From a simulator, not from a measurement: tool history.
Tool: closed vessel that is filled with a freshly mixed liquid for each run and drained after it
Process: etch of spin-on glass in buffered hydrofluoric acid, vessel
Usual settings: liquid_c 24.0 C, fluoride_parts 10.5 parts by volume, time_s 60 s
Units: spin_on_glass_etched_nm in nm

run	hour	liquid_c	fluoride_parts	time_s	read-back film thickness of the spin-on glass reference wafer, read on the same gauge (nm)	spin_on_glass_etched_nm
1	0.0	24.0	13.0	60	47.43	192.21
2	91.5	24.0	13.0	60	47.40	190.75
3	143.2	24.0	10.5	35	47.39	137.34
4	210.0	24.0	10.5	35	47.38	137.70
5	251.1	24.0	10.5	35	47.34	137.29
6	294.4	24.0	8.0	40	47.31	200.12
7	352.4	24.0	8.0	40	47.31	196.34
8	399.2	24.0	8.0	40	47.30	200.30
# hour 431.2: gauge calibrated
9	476.8	24.0	7.5	60	49.72	337.65
10	546.1	24.0	14.0	90	49.49	281.46
# hour 572.7: thermometer replaced
11	607.9	24.0	7.5	60	49.30	332.79
12	707.7	27.0	6.5	50	49.00	367.07
13	805.8	19.5	7.0	90	48.79	415.50
14	885.3	27.0	10.5	60	48.60	283.95
15	937.5	27.5	14.0	30	48.50	107.49
16	993.6	24.0	9.5	60	48.41	262.77
17	1029.8	24.0	13.5	30	48.33	93.59
18	1066.2	24.0	13.5	60	48.24	188.62
# hour 1076.6: hydrofluoric acid flow meter replaced
19	1130.7	20.0	10.5	35	48.15	111.36
20	1175.7	26.0	8.0	30	48.07	166.68
21	1258.1	28.5	8.0	60	47.98	380.97
22	1347.8	24.0	10.5	60	47.86	237.02
23	1415.8	28.0	10.5	80	47.76	389.35
24	1475.6	24.0	10.5	40	47.73	155.89
25	1569.4	24.0	7.5	60	47.60	319.82
26	1628.7	22.5	13.5	60	47.58	167.94
27	1708.0	20.5	11.5	60	47.50	180.51
# hour 1714.6: thermometer replaced
28	1793.3	24.0	10.5	60	47.43	235.21
29	1869.6	27.0	10.5	45	47.39	209.08
30	1937.9	27.0	10.5	40	47.35	182.14
31	2038.3	25.5	10.5	45	47.29	190.36
32	2116.2	24.0	10.5	60	47.25	232.49
33	2208.9	22.0	14.0	80	47.19	210.95

4 ways to go on from here, each from the tool as it stands after run 33. What would each give?
A	2209.6	28.5	10.5	60	?	?
B	2209.6	24.0	7.5	45	?	?
C	2209.6	24.0	7.0	95	?	?
D	2209.6	24.0	10.5	80	?	?

run	read-back film thickness of the spin-on glass reference wafer, read on the same gauge (nm)	spin_on_glass_etched_nm
A	47.19	295.58
B	47.19	237.63
C	47.19	540.44
D	47.19	309.46
Without the tool's hidden state the same runs would have given:
run	spin_on_glass_etched_nm
A	313.11
B	251.72
C	572.48
D	327.80
